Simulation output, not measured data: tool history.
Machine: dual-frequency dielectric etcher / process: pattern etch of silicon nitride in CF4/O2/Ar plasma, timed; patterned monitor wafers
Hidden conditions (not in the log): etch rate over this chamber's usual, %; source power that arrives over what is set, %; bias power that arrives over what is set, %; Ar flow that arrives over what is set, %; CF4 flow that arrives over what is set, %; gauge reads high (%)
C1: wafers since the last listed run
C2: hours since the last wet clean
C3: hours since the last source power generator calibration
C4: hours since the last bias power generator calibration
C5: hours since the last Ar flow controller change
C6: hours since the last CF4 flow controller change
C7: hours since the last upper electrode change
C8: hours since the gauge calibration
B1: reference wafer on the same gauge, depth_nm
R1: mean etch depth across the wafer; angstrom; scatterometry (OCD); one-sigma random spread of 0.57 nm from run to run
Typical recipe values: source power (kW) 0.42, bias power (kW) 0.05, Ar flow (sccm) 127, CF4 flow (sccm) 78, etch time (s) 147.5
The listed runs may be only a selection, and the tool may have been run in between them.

{"run": 1, "hour": 0.0, "source power (kW)": 0.42, "bias power (kW)": 0.05, "Ar flow (sccm)": 105, "CF4 flow (sccm)": 78, "etch time (s)": 147.5, "C1": 0, "C2": 433.9, "C3": 1114.7, "C4": 4028.6, "C5": 5352.2, "C6": 4443.4, "C7": 2387.4, "C8": 65.2, "B1": 184, "R1": 2245}
{"run": 2, "hour": 16.5, "source power (kW)": 0.42, "bias power (kW)": 0.05, "Ar flow (sccm)": 127, "CF4 flow (sccm)": 63, "etch time (s)": 147.5, "C1": 165, "C2": 450.4, "C3": 1131.2, "C4": 4045.1, "C5": 5368.7, "C6": 4459.9, "C7": 2403.9, "C8": 81.7, "B1": 184, "R1": 2091}
{"run": 3, "hour": 30.5, "source power (kW)": 0.42, "bias power (kW)": 0.05, "Ar flow (sccm)": 127, "CF4 flow (sccm)": 78, "etch time (s)": 147.5, "C1": 140, "C2": 464.4, "C3": 1145.2, "C4": 4059.1, "C5": 5382.7, "C6": 4473.9, "C7": 2417.9, "C8": 95.7, "B1": 184, "R1": 2190}
{"run": 4, "hour": 45.6, "source power (kW)": 0.42, "bias power (kW)": 0.05, "Ar flow (sccm)": 127, "CF4 flow (sccm)": 78, "etch time (s)": 147.5, "C1": 151, "C2": 479.5, "C3": 1160.3, "C4": 4074.2, "C5": 5397.8, "C6": 4489, "C7": 2433, "C8": 110.8, "B1": 184, "R1": 2190}
{"run": 5, "hour": 63.3, "source power (kW)": 0.46, "bias power (kW)": 0.05, "Ar flow (sccm)": 127, "CF4 flow (sccm)": 78, "etch time (s)": 147.5, "C1": 177, "C2": 497.2, "C3": 1178, "C4": 4091.9, "C5": 5415.5, "C6": 4506.7, "C7": 2450.7, "C8": 128.5, "B1": 184, "R1": 2406}
{"run": 6, "hour": 78.7, "source power (kW)": 0.46, "bias power (kW)": 0.05, "Ar flow (sccm)": 127, "CF4 flow (sccm)": 78, "etch time (s)": 147.5, "C1": 154, "C2": 512.6, "C3": 1193.4, "C4": 4107.3, "C5": 5430.9, "C6": 4522.1, "C7": 2466.1, "C8": 143.9, "B1": 184, "R1": 2409}
{"run": 7, "hour": 86.4, "source power (kW)": 0.42, "bias power (kW)": 0.05, "Ar flow (sccm)": 127, "CF4 flow (sccm)": 78, "etch time (s)": 173, "C1": 77, "C2": 520.3, "C3": 1201.1, "C4": 4115, "C5": 5438.6, "C6": 4529.8, "C7": 2473.8, "C8": 151.6, "B1": 184, "R1": 2570}
{"run": 8, "hour": 98.2, "source power (kW)": 0.42, "bias power (kW)": 0.05, "Ar flow (sccm)": 127, "CF4 flow (sccm)": 78, "etch time (s)": 173, "C1": 118, "C2": 532.1, "C3": 1212.9, "C4": 4126.8, "C5": 5450.4, "C6": 4541.6, "C7": 2485.6, "C8": 163.4, "B1": 184, "R1": 2569}
{"hour": 143.7, "done": "wet clean of the chamber"}
{"hour": 145.2, "done": "Ar flow controller replaced"}
{"run": 9, "hour": 150.0, "source power (kW)": 0.42, "bias power (kW)": 0.047, "Ar flow (sccm)": 150, "CF4 flow (sccm)": 95, "etch time (s)": 179.5, "C1": 263, "C2": 6.3, "C3": 1264.7, "C4": 4178.6, "C5": 4.8, "C6": 4593.4, "C7": 2537.4, "C8": 215.2, "B1": 184.1, "R1": 2653}
{"run": 10, "hour": 164.9, "source power (kW)": 0.37, "bias power (kW)": 0.061, "Ar flow (sccm)": 127, "CF4 flow (sccm)": 78, "etch time (s)": 128.5, "C1": 149, "C2": 21.2, "C3": 1279.6, "C4": 4193.5, "C5": 19.7, "C6": 4608.3, "C7": 2552.3, "C8": 230.1, "B1": 184, "R1": 1773}
{"hour": 176.2, "done": "CF4 flow controller replaced"}
{"hour": 195.8, "done": "gauge calibrated"}
{"hour": 203.7, "done": "upper electrode replaced"}
{"run": 11, "hour": 204.2, "source power (kW)": 0.46, "bias power (kW)": 0.05, "Ar flow (sccm)": 114, "CF4 flow (sccm)": 72, "etch time (s)": 177.5, "C1": 93, "C2": 60.5, "C3": 1318.9, "C4": 4232.8, "C5": 59, "C6": 28, "C7": 0.5, "C8": 8.4, "B1": 184.1, "R1": 2858}
{"run": 12, "hour": 204.6, "source power (kW)": 0.42, "bias power (kW)": 0.05, "Ar flow (sccm)": 127, "CF4 flow (sccm)": 78, "etch time (s)": 147.5, "C1": 4, "C2": 60.9, "C3": 1319.3, "C4": 4233.2, "C5": 59.4, "C6": 28.4, "C7": 0.9, "C8": 8.8, "B1": 183.9, "R1": 2171}

Run 13 has not been measured yet. What should we expect?
{"run": 13, "hour": 210.2, "source power (kW)": 0.42, "bias power (kW)": 0.05, "Ar flow (sccm)": 127, "CF4 flow (sccm)": 88, "etch time (s)": 176.5, "C1": 56, "C2": 66.5, "C3": 1324.9, "C4": 4238.8, "C5": 65, "C6": 34, "C7": 6.5, "C8": 14.4, "B1": "?", "R1": "?"}

B1: 184.1
R1: 2659 angstrom
On a tool with no hidden condition, and with the same random variation, this run would have come out at R1 2767 angstrom.

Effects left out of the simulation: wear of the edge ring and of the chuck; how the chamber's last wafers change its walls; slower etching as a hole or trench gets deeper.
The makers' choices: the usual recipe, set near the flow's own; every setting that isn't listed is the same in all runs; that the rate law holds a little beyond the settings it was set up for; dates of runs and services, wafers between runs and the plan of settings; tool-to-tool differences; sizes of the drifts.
